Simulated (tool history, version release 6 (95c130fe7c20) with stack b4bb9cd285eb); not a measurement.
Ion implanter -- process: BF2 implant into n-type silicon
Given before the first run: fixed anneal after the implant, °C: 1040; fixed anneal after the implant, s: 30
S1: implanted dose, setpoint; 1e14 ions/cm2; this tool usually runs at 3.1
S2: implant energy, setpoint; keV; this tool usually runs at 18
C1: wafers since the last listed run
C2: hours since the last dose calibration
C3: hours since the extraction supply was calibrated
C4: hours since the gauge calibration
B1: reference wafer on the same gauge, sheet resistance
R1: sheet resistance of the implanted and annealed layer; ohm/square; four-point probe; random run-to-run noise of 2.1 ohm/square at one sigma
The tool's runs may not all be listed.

run,hour,S1,S2,C1,C2,C3,C4,B1,R1
1,0,3.1,18,0,344.8,4029.6,862.4,459.49,394.08
# hour 25.1: gauge calibrated
2,26.1,3.1,18,339,370.9,4055.7,1,459.49,398.89
3,61.1,3.1,18,455,405.9,4090.7,36,458.92,394.2
4,111.5,3.67,21,655,456.3,4141.1,86.4,460,335.36
5,152.8,3.67,21,537,497.6,4182.4,127.7,458.83,337.36
6,200.9,3.1,20.5,625,545.7,4230.5,175.8,459.19,394.02
# hour 216.5: Faraday cup replaced and dose calibrated
7,267.3,3.1,20.5,759,50.8,4296.9,242.2,459.05,382.67
8,336.2,3.1,18,895,119.7,4365.8,311.1,458.72,385.84
9,395.8,3.1,18,775,179.3,4425.4,370.7,459.06,389.49
10,536.5,3.1,18,1829,320,4566.1,511.4,458.46,391.71
11,682.6,3.82,18,1899,466.1,4712.2,657.5,459.84,334.55
12,738.2,3.1,16.5,722,521.7,4767.8,713.1,459.92,399.4
13,777.4,3.1,16.5,509,560.9,4807,752.3,459.2,403.18
# hour 821.2: extraction supply calibrated
14,826.1,3.73,20.5,529,609.6,4.9,801,458.96,339.24
15,852.1,2.8,18,338,635.6,30.9,827,458.93,439.02
16,880.3,3.61,24,366,663.8,59.1,855.2,459.4,344.62
17,910.7,3.1,18,395,694.2,89.5,885.6,459.6,402.83
# hour 926.7: Faraday cup replaced and dose calibrated
18,959.5,3.1,18,530,32.8,138.3,934.4,459.54,385.25
19,999.7,2.46,18,522,73,178.5,974.6,458.99,476.23
# hour 1017.7: gauge calibrated
20,1037.5,3.9,18,491,110.8,216.3,19.8,458.54,320.67
21,1097,2.59,18,773,170.3,275.8,79.3,459.86,454.2
22,1127.2,3.1,15,392,200.5,306,109.5,458.94,393.56
23,1257,2.2,15.5,1687,330.3,435.8,239.3,458.53,539.54
24,1300.2,3.1,18,561,373.5,479,282.5,458.93,393.51
25,1333.2,2.4,21,429,406.5,512,315.5,458.87,480.51
26,1379.4,2.2,15.5,600,452.7,558.2,361.7,459.13,533.9

Run-by-run hidden state of the tool:
deviation of the true energy from its setpoint, %: 0 on each run
gauge reads high (%): 0 on each run
H1: deviation of the true dose from the Faraday cup's reading, %
run,H1
1,-2.34
2,-2.53
3,-2.79
4,-3.17
5,-3.47
6,-3.83
7,-0.436
8,-0.948
9,-1.39
10,-2.44
11,-3.52
12,-3.94
13,-4.23
14,-4.59
15,-4.78
16,-4.99
17,-5.22
18,0.2
19,-0.0989
20,-0.38
21,-0.822
22,-1.05
23,-2.01
24,-2.33
25,-2.58
26,-2.92

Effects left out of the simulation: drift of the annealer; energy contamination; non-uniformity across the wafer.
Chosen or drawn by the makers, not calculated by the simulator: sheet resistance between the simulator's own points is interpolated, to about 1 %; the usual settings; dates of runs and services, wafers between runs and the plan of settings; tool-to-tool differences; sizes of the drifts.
